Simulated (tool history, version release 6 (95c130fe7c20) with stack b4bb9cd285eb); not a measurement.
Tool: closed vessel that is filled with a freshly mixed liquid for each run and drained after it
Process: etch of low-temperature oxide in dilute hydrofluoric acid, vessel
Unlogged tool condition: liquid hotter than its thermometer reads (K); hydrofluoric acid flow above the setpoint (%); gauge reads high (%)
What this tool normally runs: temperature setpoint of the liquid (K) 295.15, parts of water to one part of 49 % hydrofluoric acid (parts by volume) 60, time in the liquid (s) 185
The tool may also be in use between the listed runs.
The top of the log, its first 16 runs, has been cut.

run   hour  temperature setpoint of the liquid (K)  parts of water to one part of 49 % hydrofluoric acid (parts by volume)  time in the liquid (s)  wafers since the last listed run  hours since the thermometer was replaced  hours since the hydrofluoric acid flow meter was replaced  hours since the gauge calibration  read-back film thickness of the low-temperature oxide reference wafer, read on the same gauge (nm)  thickness taken off the low-temperature oxide on a monitor wafer (angstrom)
 17  405.4                                  295.15                                                                      60                     140                              3877                                    1079.1                                                      155.1                              131.5                                                                                               79.97                                                                        311.5
 18  502.1                                  295.15                                                                      35                     185                             10683                                    1175.8                                                      251.8                              228.2                                                                                               79.97                                                                        739.1
 19  524.8                                  295.15                                                                      85                     185                              2507                                    1198.5                                                      274.5                              250.9                                                                                               80.02                                                                        281.8
 20  557.6                                  298.15                                                                      85                      85                              3623                                    1231.3                                                      307.3                              283.7                                                                                               80.00                                                                        146.3
     593.2  -- thermometer replaced
 21  593.7                                  295.15                                                                      50                     185                              3877                                       0.5                                                      343.4                              319.8                                                                                               79.99                                                                        466.6
 22  631.8                                  295.15                                                                      60                      90                              4209                                      38.6                                                      381.5                              357.9                                                                                               79.99                                                                        184.0
 23  653.8                                  291.65                                                                      60                     295                              2430                                      60.6                                                      403.5                              379.9                                                                                               80.00                                                                        525.1
 24  667.2                                  300.15                                                                      80                     185                              1480                                      74.0                                                      416.9                              393.3                                                                                               79.99                                                                        342.8
 25  696.7                                  295.15                                                                      60                     185                              3259                                     103.5                                                      446.4                              422.8                                                                                               80.03                                                                        385.5
 26  714.3                                  299.15                                                                      75                     185                              1944                                     121.1                                                      464.0                              440.4                                                                                               79.97                                                                        353.7
 27  738.7                                  295.15                                                                      60                     145                              2695                                     145.5                                                      488.4                              464.8                                                                                               80.00                                                                        302.8
 28  774.1                                  295.15                                                                      60                     115                              3910                                     180.9                                                      523.8                              500.2                                                                                               79.97                                                                        242.6
 29  796.6                                  295.15                                                                      40                     270                              2485                                     203.4                                                      546.3                              522.7                                                                                               80.06                                                                        859.9
 30  828.2                                  295.15                                                                      60                     185                              3491                                     235.0                                                      577.9                              554.3                                                                                               79.99                                                                        389.3

Run 31 has not been measured yet. What should we expect?
 31  855.5                                  295.15                                                                      60                     185                              3016                                     262.3                                                      605.2                              581.6                                                                                                   ?                                                                            ?

Run 31 gave read-back film thickness of the low-temperature oxide reference wafer, read on the same gauge (nm) 80.06, thickness taken off the low-temperature oxide on a monitor wafer (angstrom) 395.1.
Without the tool's hidden state the same run would have given thickness taken off the low-temperature oxide on a monitor wafer (angstrom) 383.2.
